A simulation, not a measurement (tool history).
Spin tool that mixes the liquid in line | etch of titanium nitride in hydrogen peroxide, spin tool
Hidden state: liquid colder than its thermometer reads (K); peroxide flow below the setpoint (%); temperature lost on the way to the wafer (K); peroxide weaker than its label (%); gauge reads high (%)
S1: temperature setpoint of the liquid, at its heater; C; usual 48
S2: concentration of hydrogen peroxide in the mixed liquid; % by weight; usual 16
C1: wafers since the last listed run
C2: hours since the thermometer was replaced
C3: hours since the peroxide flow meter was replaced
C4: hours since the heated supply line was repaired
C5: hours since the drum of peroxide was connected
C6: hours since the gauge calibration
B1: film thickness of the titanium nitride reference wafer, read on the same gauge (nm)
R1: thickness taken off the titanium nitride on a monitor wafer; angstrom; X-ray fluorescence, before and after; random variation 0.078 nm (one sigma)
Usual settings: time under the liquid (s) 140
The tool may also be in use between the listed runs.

run 1 hour=0 | S1=40.5 S2=16 time_under_the_liquid_(s)=140 | C1=0 C2=2485.2 C3=1063.4 C4=2734.2 C5=394.3 C6=19.3 | B1=90.02 | R1=34.3
run 2 hour=92.1 | S1=40.5 S2=16 time_under_the_liquid_(s)=140 | C1=937 C2=2577.3 C3=1155.5 C4=2826.3 C5=486.4 C6=111.4 | B1=90.03 | R1=34.3
run 3 hour=184.3 | S1=40.5 S2=16 time_under_the_liquid_(s)=140 | C1=938 C2=2669.5 C3=1247.7 C4=2918.5 C5=578.6 C6=203.6 | B1=90 | R1=33.7
run 4 hour=250.6 | S1=48 S2=16 time_under_the_liquid_(s)=140 | C1=674 C2=2735.8 C3=1314 C4=2984.8 C5=644.9 C6=269.9 | B1=89.99 | R1=59.5
run 5 hour=303.7 | S1=53 S2=16 time_under_the_liquid_(s)=140 | C1=540 C2=2788.9 C3=1367.1 C4=3037.9 C5=698 C6=323 | B1=90.01 | R1=86.6
-- hour=343.6 peroxide flow meter replaced
run 6 hour=344.1 | S1=40 S2=16 time_under_the_liquid_(s)=175 | C1=401 C2=2829.3 C3=0.5 C4=3078.3 C5=738.4 C6=363.4 | B1=89.99 | R1=39.6
-- hour=399.8 heated supply line repaired
-- hour=417.6 new drum of peroxide connected
run 7 hour=427.3 | S1=40 S2=16 time_under_the_liquid_(s)=175 | C1=826 C2=2912.5 C3=83.7 C4=27.5 C5=9.7 C6=446.6 | B1=89.99 | R1=47.6
-- hour=427.8 gauge calibrated
run 8 hour=484.3 | S1=50.5 S2=16 time_under_the_liquid_(s)=140 | C1=580 C2=2969.5 C3=140.7 C4=84.5 C5=66.7 C6=56.5 | B1=90 | R1=84.5
-- hour=508 thermometer replaced
run 9 hour=559 | S1=48 S2=16 time_under_the_liquid_(s)=140 | C1=750 C2=51 C3=215.4 C4=159.2 C5=141.4 C6=131.2 | B1=90 | R1=83.9
run 10 hour=624.8 | S1=48 S2=16 time_under_the_liquid_(s)=140 | C1=669 C2=116.8 C3=281.2 C4=225 C5=207.2 C6=197 | B1=90.02 | R1=82.6
run 11 hour=668.6 | S1=48 S2=12 time_under_the_liquid_(s)=110 | C1=445 C2=160.6 C3=325 C4=268.8 C5=251 C6=240.8 | B1=90.03 | R1=61.7
run 12 hour=752.7 | S1=48 S2=14.5 time_under_the_liquid_(s)=75 | C1=856 C2=244.7 C3=409.1 C4=352.9 C5=335.1 C6=324.9 | B1=90 | R1=43.3
run 13 hour=830.7 | S1=58 S2=13 time_under_the_liquid_(s)=140 | C1=793 C2=322.7 C3=487.1 C4=430.9 C5=413.1 C6=402.9 | B1=90 | R1=159.2
run 14 hour=883.2 | S1=48 S2=16 time_under_the_liquid_(s)=100 | C1=534 C2=375.2 C3=539.6 C4=483.4 C5=465.6 C6=455.4 | B1=89.99 | R1=58.9

Hidden state or all else? Some run-to-run changes of R1, split into what the settings, what came in and random variation would give without the hidden state, and what is left for the hidden state (with any gauge scatter that isn't in both results):
Run 5 -> 6: S1 53 -> 40, time under the liquid (s) 140 -> 175, peroxide flow meter replaced. R1 -47 angstrom: hidden state +20.4, all else -67.4.
Run 12 -> 13: S1 48 -> 58, S2 14.5 -> 13, time under the liquid (s) 75 -> 140. R1 +115.9 angstrom: hidden state -10.4, all else +126.3.

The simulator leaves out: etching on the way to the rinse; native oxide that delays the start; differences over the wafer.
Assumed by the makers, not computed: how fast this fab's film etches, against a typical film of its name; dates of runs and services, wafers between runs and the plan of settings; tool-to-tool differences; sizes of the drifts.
